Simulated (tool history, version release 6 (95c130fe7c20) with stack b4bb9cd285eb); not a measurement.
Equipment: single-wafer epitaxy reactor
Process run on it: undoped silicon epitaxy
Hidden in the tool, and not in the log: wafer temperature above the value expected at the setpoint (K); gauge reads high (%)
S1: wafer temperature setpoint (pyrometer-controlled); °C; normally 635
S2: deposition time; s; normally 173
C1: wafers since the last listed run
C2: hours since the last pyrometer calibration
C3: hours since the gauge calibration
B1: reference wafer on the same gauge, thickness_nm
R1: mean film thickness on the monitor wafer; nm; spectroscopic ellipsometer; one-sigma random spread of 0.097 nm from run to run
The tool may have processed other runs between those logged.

Run 1, hour 0: usual settings but S2 162 s; C1 0; C2 2464.9; C3 205.3; B1 27.975. Result: R1 25.948 nm.
Run 2, hour 13.1: usual settings but S2 162 s; C1 157; C2 2478; C3 218.4; B1 27.999. Result: R1 25.854 nm.
Run 3, hour 43.1: usual settings; C1 361; C2 2508; C3 248.4; B1 28.003. Result: R1 27.806 nm.
Run 4, hour 63.2: usual settings; C1 242; C2 2528.1; C3 268.5; B1 28.002. Result: R1 27.704 nm.
Run 5, hour 80.8: usual settings; C1 212; C2 2545.7; C3 286.1; B1 28.001. Result: R1 27.774 nm.
Run 6, hour 94.7: usual settings but S2 188 s; C1 167; C2 2559.6; C3 300; B1 28.014. Result: R1 30.165 nm.
Run 7, hour 109.1: usual settings but S2 188 s; C1 173; C2 2574; C3 314.4; B1 28.007. Result: R1 30.233 nm.
Run 8, hour 131.5: usual settings but S2 188 s; C1 269; C2 2596.4; C3 336.8; B1 27.98. Result: R1 30.185 nm.
Run 9, hour 163.1: usual settings but S2 180 s; C1 380; C2 2628; C3 368.4; B1 28.013. Result: R1 28.992 nm.
Run 10, hour 182.7: usual settings but S2 164 s; C1 236; C2 2647.6; C3 388; B1 28.017. Result: R1 26.33 nm.
Run 11, hour 200.2: usual settings but S1 646 °C; C1 210; C2 2665.1; C3 405.5; B1 28.017. Result: R1 36.607 nm.
Run 12, hour 219.6: usual settings but S1 625 °C, S2 163 s; C1 233; C2 2684.5; C3 424.9; B1 27.978. Result: R1 20.218 nm.
Run 13, hour 254.7: usual settings; C1 422; C2 2719.6; C3 460; B1 28.017. Result: R1 28.029 nm.
Run 14, hour 284.4: usual settings but S1 640 °C, S2 205 s; C1 357; C2 2749.3; C3 489.7; B1 27.992. Result: R1 37.234 nm.
At hour 289.2: gauge calibrated.
Run 15, hour 298.8: usual settings but S1 625 °C; C1 173; C2 2763.7; C3 9.6; B1 27.999. Result: R1 21.53 nm.
Run 16, hour 312.6: usual settings but S1 649 °C, S2 158 s; C1 166; C2 2777.5; C3 23.4; B1 27.98. Result: R1 35.917 nm.
At hour 330.5: pyrometer calibrated.
Run 17, hour 343.1: usual settings but S1 646 °C; C1 271; C2 12.6; C3 53.9; B1 27.991. Result: R1 31.412 nm.
Run 18, hour 358.6: usual settings but S1 641 °C; C1 186; C2 28.1; C3 69.4; B1 27.981. Result: R1 27.887 nm.
Run 19, hour 383.8: usual settings; C1 303; C2 53.3; C3 94.6; B1 28.011. Result: R1 23.95 nm.
Run 20, hour 397.9: usual settings but S1 631 °C, S2 184 s; C1 169; C2 67.4; C3 108.7; B1 28.009. Result: R1 23.07 nm.
Run 21, hour 428.3: usual settings but S1 641 °C, S2 182 s; C1 366; C2 97.8; C3 139.1; B1 28.012. Result: R1 29.523 nm.
Run 22, hour 446.9: usual settings; C1 224; C2 116.4; C3 157.7; B1 28.004. Result: R1 24.457 nm.
Run 23, hour 478.3: usual settings but S1 642 °C, S2 192 s; C1 378; C2 147.8; C3 189.1; B1 28.025. Result: R1 32.429 nm.

Hidden state or all else? Some run-to-run changes of R1, split into what the settings, what came in and random variation would give without the hidden state, and what is left for the hidden state (with any gauge scatter that isn't in both results):
Run 11 -> 12: S1 646 -> 625, S2 173 -> 163. R1 -16.389 nm: hidden state -2.199, all else -14.19.
Run 14 -> 15: S1 640 -> 625, S2 205 -> 173, gauge calibrated. R1 -15.704 nm: hidden state -2.175, all else -13.529.
Run 16 -> 17: S1 649 -> 646, S2 158 -> 173, pyrometer calibrated. R1 -4.505 nm: hidden state -4.983, all else +0.478.
